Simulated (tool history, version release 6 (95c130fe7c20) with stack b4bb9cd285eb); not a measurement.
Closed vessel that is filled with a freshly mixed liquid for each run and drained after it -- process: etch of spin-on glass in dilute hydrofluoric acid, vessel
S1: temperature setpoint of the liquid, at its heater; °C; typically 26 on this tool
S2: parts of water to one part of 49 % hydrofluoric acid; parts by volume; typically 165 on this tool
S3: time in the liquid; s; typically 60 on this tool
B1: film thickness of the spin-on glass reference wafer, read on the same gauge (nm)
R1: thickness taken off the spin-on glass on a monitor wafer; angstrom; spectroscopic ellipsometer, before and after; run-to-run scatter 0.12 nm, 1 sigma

run,day,S1,S2,S3,B1,R1
1,0,26,205,60,70.01,197
2,1.325,26,165,60,70,259.8
3,2.429,26,165,60,69.99,257.7
4,2.946,27.5,165,60,70,272.5
5,4.4,27.5,165,60,70,273.1
6,5.233,27.5,165,60,70.02,271.4
7,5.779,26,165,60,69.98,256.4
8,6.983,26,165,60,70.01,258.5
9,7.488,26,165,60,70.03,255.1
10,8.042,26,165,60,69.99,258.7
11,8.846,26,125,60,69.98,355.8
12,10.071,26,125,60,69.99,357.7
13,10.733,26,125,60,70,359.9
14,12.104,26,225,60,70.02,177.8
15,13.25,22,220,40,70.01,104.4
16,14.054,28.5,105,85,70,673.6
17,14.575,26,165,60,70,258.4
18,15.196,26,165,60,69.99,256.8
19,19.358,22.5,135,40,69.99,190.4
20,20.575,29.5,235,90,70,284
21,21.842,26,165,40,70,171.8
22,22.4,26,125,60,70.01,356.2
23,26.612,26,135,60,70,325.1
24,28.788,22.5,225,90,69.99,233
25,32.871,26,90,95,69.98,814.3
26,33.642,26,165,60,70,259.3
27,34.442,26,165,60,70.01,257.7
28,35.171,22,165,95,70.03,350.2
29,36.329,26,165,60,69.98,259.3
30,37.475,26,165,70,70.01,301.3
31,38.904,21,105,80,70.01,475.9
32,40.079,23.5,125,80,69.99,433.7
33,41.283,28.5,165,30,69.99,142.2
34,42.288,26,165,60,70.01,257.7
35,43.129,26,165,60,70.02,256.4

Missing from the log above: 3 entries noted between runs. For each, name the pair of listed runs it sits between and say how the tool's hidden condition differs from the listed run just before to the listed run just after:
Between runs 18 and 19: gauge calibrated (day 15.842)
  the hidden state is the same at both runs
Between runs 20 and 21: thermometer replaced (day 21.783)
  the hidden state is the same at both runs
Between runs 22 and 23: hydrofluoric acid flow meter replaced (day 26.121)
  the hidden state is the same at both runs
